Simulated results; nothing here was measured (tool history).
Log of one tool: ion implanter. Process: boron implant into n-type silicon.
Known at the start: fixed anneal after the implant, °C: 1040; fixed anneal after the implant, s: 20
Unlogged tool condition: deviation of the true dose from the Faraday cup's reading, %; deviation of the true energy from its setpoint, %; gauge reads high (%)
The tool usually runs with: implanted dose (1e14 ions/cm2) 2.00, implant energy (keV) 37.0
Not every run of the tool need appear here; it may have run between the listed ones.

| run | hour | implanted dose (1e14 ions/cm2) | implant energy (keV) | wafers since the last listed run | hours since the last dose calibration | hours since the extraction supply was calibrated | hours since the gauge calibration | read-back reference wafer on the same gauge, sheet resistance | sheet resistance of the implanted and annealed layer (ohm/square) |
|---|---|---|---|---|---|---|---|---|---|
| 1 | 0.0 | 2.00 | 37.0 | 0 | 347.9 | 1680.4 | 40.4 | 342.83 | 420.33 |
| 2 | 12.9 | 2.00 | 37.0 | 141 | 360.8 | 1693.3 | 53.3 | 343.07 | 419.14 |
| 3 | 33.5 | 2.30 | 41.0 | 226 | 381.4 | 1713.9 | 73.9 | 343.07 | 370.12 |
| 4 | 76.1 | 2.30 | 41.0 | 468 | 424.0 | 1756.5 | 116.5 | 343.05 | 368.95 |
| 5 | 93.2 | 2.26 | 37.0 | 188 | 441.1 | 1773.6 | 133.6 | 343.08 | 378.92 |
| 6 | 125.7 | 1.68 | 29.0 | 357 | 473.6 | 1806.1 | 166.1 | 342.87 | 489.72 |
| 7 | 158.5 | 1.68 | 29.0 | 360 | 506.4 | 1838.9 | 198.9 | 343.06 | 489.57 |
|  | 167.0 | Faraday cup replaced and dose calibrated |
| 8 | 182.6 | 2.00 | 37.0 | 177 | 15.6 | 1863.0 | 223.0 | 342.91 | 423.31 |
| 9 | 211.4 | 2.00 | 37.0 | 316 | 44.4 | 1891.8 | 251.8 | 342.99 | 423.95 |
| 10 | 244.9 | 1.73 | 37.0 | 368 | 77.9 | 1925.3 | 285.3 | 342.90 | 472.74 |
| 11 | 275.9 | 2.32 | 45.0 | 340 | 108.9 | 1956.3 | 316.3 | 342.91 | 364.52 |
|  | 308.5 | extraction supply calibrated |
| 12 | 309.0 | 1.60 | 33.0 | 275 | 142.0 | 0.5 | 349.4 | 342.84 | 506.32 |
|  | 322.3 | gauge calibrated |
| 13 | 334.5 | 2.45 | 33.0 | 280 | 167.5 | 26.0 | 12.2 | 342.85 | 365.65 |
| 14 | 352.2 | 2.30 | 41.5 | 194 | 185.2 | 43.7 | 29.9 | 343.18 | 373.92 |
| 15 | 367.1 | 2.35 | 49.0 | 163 | 200.1 | 58.6 | 44.8 | 342.96 | 357.83 |
| 16 | 387.0 | 2.39 | 40.5 | 218 | 220.0 | 78.5 | 64.7 | 343.20 | 360.80 |
| 17 | 406.0 | 1.68 | 29.0 | 208 | 239.0 | 97.5 | 83.7 | 343.08 | 498.97 |

Run 18 is up next; what results do you expect?
| 18 | 421.7 | 1.69 | 31.5 | 172 | 254.7 | 113.2 | 99.4 | ? | ? |

read-back reference wafer on the same gauge, sheet resistance: 343.15
sheet resistance of the implanted and annealed layer (ohm/square): 487.81
Take away the tool's hidden state, keep the run-to-run variation as it was, and the same run would have given sheet resistance of the implanted and annealed layer (ohm/square) 493.21.
